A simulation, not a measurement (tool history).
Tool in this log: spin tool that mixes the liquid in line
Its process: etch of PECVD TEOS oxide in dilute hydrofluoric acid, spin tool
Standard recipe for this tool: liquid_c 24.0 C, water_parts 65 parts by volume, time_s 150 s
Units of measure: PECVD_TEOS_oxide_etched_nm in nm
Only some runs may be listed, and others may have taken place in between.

run   hour  liquid_c  water_parts  time_s  read-back film thickness of the PECVD TEOS oxide reference wafer, read on the same gauge (nm)  PECVD_TEOS_oxide_etched_nm
  1    0.0      24.0           65     150                                                                                         120.00                       31.29
  2   16.2      24.0           65     150                                                                                         120.02                       31.06
  3   27.3      24.0           65     150                                                                                         120.01                       31.23
  4   43.7      24.0           65     150                                                                                         119.99                       31.21
  5   59.2      24.0           65     150                                                                                         120.02                       31.09
  6   76.4      24.0           65     190                                                                                         119.99                       39.46
  7   91.6      24.0           65     150                                                                                         119.98                       31.03
  8  108.9      24.0           65     150                                                                                         119.99                       31.36
  9  123.8      24.0           65     150                                                                                         120.02                       31.36
 10  135.2      24.0           50     150                                                                                         120.00                       41.48
     137.8  -- thermometer replaced
 11  141.6      24.0           50     150                                                                                         119.97                       43.95
 12  158.7      24.0           50     150                                                                                         120.00                       43.96
 13  169.3      24.0           65     205                                                                                         120.01                       45.33
 14  177.8      24.0           65     150                                                                                         120.00                       33.20
     178.0  -- gauge calibrated
     189.2  -- thermometer replaced, repeated, since the last time left the tool worse
 15  190.1      26.5           35      65                                                                                         120.02                       26.91
 16  205.8      24.0           65     150                                                                                         120.00                       28.88
 17  215.1      27.5           65     150                                                                                         120.00                       33.32
     231.7  -- hydrofluoric acid flow meter replaced
 18  232.2      24.0           65     125                                                                                         120.03                       24.37
 19  244.6      21.5           90     200                                                                                         119.97                       24.57
 20  254.9      20.0           80     175                                                                                         120.01                       22.95
 21  261.1      24.0           65     150                                                                                         120.02                       29.10
 22  276.1      21.5           90     190                                                                                         119.98                       23.31
 23  305.7      22.5           65      65                                                                                         120.00                       11.95
 24  313.1      24.0           75     100                                                                                         119.99                       16.69
 25  323.1      24.0           65     150                                                                                         119.97                       29.15
 26  338.3      21.0           40      80                                                                                         120.02                       23.10

Each row is a separate what-if for the run after 26, all from the same tool condition, not one after another. Results?
  A  338.8      28.0           65     150                                                                                              ?                           ?
  B  338.8      24.0           65     180                                                                                              ?                           ?
  C  338.8      24.0           75      70                                                                                              ?                           ?
  D  338.8      22.0           35     120                                                                                              ?                           ?
  E  338.8      21.0           65     190                                                                                              ?                           ?

run  read-back film thickness of the PECVD TEOS oxide reference wafer, read on the same gauge (nm)  PECVD_TEOS_oxide_etched_nm
  A                                                                                         120.01                       34.50
  B                                                                                         120.01                       35.29
  C                                                                                         120.01                       11.74
  D                                                                                         120.01                       41.82
  E                                                                                         120.01                       32.93
With no hidden state in the tool, these same runs would have given:
run  PECVD_TEOS_oxide_etched_nm
  A                       34.22
  B                       34.99
  C                       11.64
  D                       41.45
  E                       32.64
